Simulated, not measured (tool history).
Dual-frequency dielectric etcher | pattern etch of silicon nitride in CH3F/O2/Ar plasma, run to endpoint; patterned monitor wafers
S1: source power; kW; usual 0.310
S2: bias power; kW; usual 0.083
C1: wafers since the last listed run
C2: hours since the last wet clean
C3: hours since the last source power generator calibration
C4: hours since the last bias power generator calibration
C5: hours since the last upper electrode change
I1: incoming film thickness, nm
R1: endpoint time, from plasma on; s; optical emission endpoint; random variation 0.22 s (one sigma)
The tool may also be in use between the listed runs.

{"run": 1, "hour": 0.0, "S1": 0.25, "S2": 0.098, "C1": 0, "C2": 393.2, "C3": 3984.7, "C4": 4741.7, "C5": 5331.6, "I1": 29.1, "R1": 40.7}
{"run": 2, "hour": 6.6, "S1": 0.25, "S2": 0.098, "C1": 68, "C2": 399.8, "C3": 3991.3, "C4": 4748.3, "C5": 5338.2, "I1": 29.06, "R1": 40.5}
{"run": 3, "hour": 13.7, "S1": 0.31, "S2": 0.088, "C1": 74, "C2": 406.9, "C3": 3998.4, "C4": 4755.4, "C5": 5345.3, "I1": 29.18, "R1": 38.3}
{"run": 4, "hour": 23.2, "S1": 0.31, "S2": 0.088, "C1": 99, "C2": 416.4, "C3": 4007.9, "C4": 4764.9, "C5": 5354.8, "I1": 29.3, "R1": 38.3}
{"run": 5, "hour": 35.1, "S1": 0.31, "S2": 0.083, "C1": 124, "C2": 428.3, "C3": 4019.8, "C4": 4776.8, "C5": 5366.7, "I1": 29.1, "R1": 38.9}
{"run": 6, "hour": 43.4, "S1": 0.31, "S2": 0.083, "C1": 86, "C2": 436.6, "C3": 4028.1, "C4": 4785.1, "C5": 5375.0, "I1": 29.24, "R1": 39.1}
{"run": 7, "hour": 53.1, "S1": 0.31, "S2": 0.083, "C1": 101, "C2": 446.3, "C3": 4037.8, "C4": 4794.8, "C5": 5384.7, "I1": 29.09, "R1": 39.4}
{"run": 8, "hour": 64.7, "S1": 0.31, "S2": 0.083, "C1": 121, "C2": 457.9, "C3": 4049.4, "C4": 4806.4, "C5": 5396.3, "I1": 28.97, "R1": 39.3}
{"run": 9, "hour": 75.8, "S1": 0.31, "S2": 0.083, "C1": 115, "C2": 469.0, "C3": 4060.5, "C4": 4817.5, "C5": 5407.4, "I1": 29.24, "R1": 39.2}
{"run": 10, "hour": 91.3, "S1": 0.31, "S2": 0.098, "C1": 161, "C2": 484.5, "C3": 4076.0, "C4": 4833.0, "C5": 5422.9, "I1": 29.09, "R1": 36.4}
{"run": 11, "hour": 100.0, "S1": 0.31, "S2": 0.098, "C1": 90, "C2": 493.2, "C3": 4084.7, "C4": 4841.7, "C5": 5431.6, "I1": 29.36, "R1": 36.6}
{"hour": 133.1, "done": "wet clean of the chamber"}
{"hour": 149.9, "done": "source power generator calibrated"}
{"hour": 150.9, "done": "upper electrode replaced"}
{"run": 12, "hour": 151.4, "S1": 0.31, "S2": 0.098, "C1": 234, "C2": 18.3, "C3": 1.5, "C4": 4893.1, "C5": 0.5, "I1": 29.3, "R1": 38.5}
{"run": 13, "hour": 151.7, "S1": 0.26, "S2": 0.067, "C1": 3, "C2": 18.6, "C3": 1.8, "C4": 4893.4, "C5": 0.8, "I1": 29.12, "R1": 48.7}
{"run": 14, "hour": 152.0, "S1": 0.31, "S2": 0.083, "C1": 3, "C2": 18.9, "C3": 2.1, "C4": 4893.7, "C5": 1.1, "I1": 29.21, "R1": 40.7}

Forecast run 15:
{"run": 15, "hour": 160.0, "S1": 0.31, "S2": 0.094, "C1": 83, "C2": 26.9, "C3": 10.1, "C4": 4901.7, "C5": 9.1, "I1": 29.32, "R1": "?"}

{"run 15": {"R1": 39.1}}
Without the tool's hidden state the same run would have given R1 38.8 s.
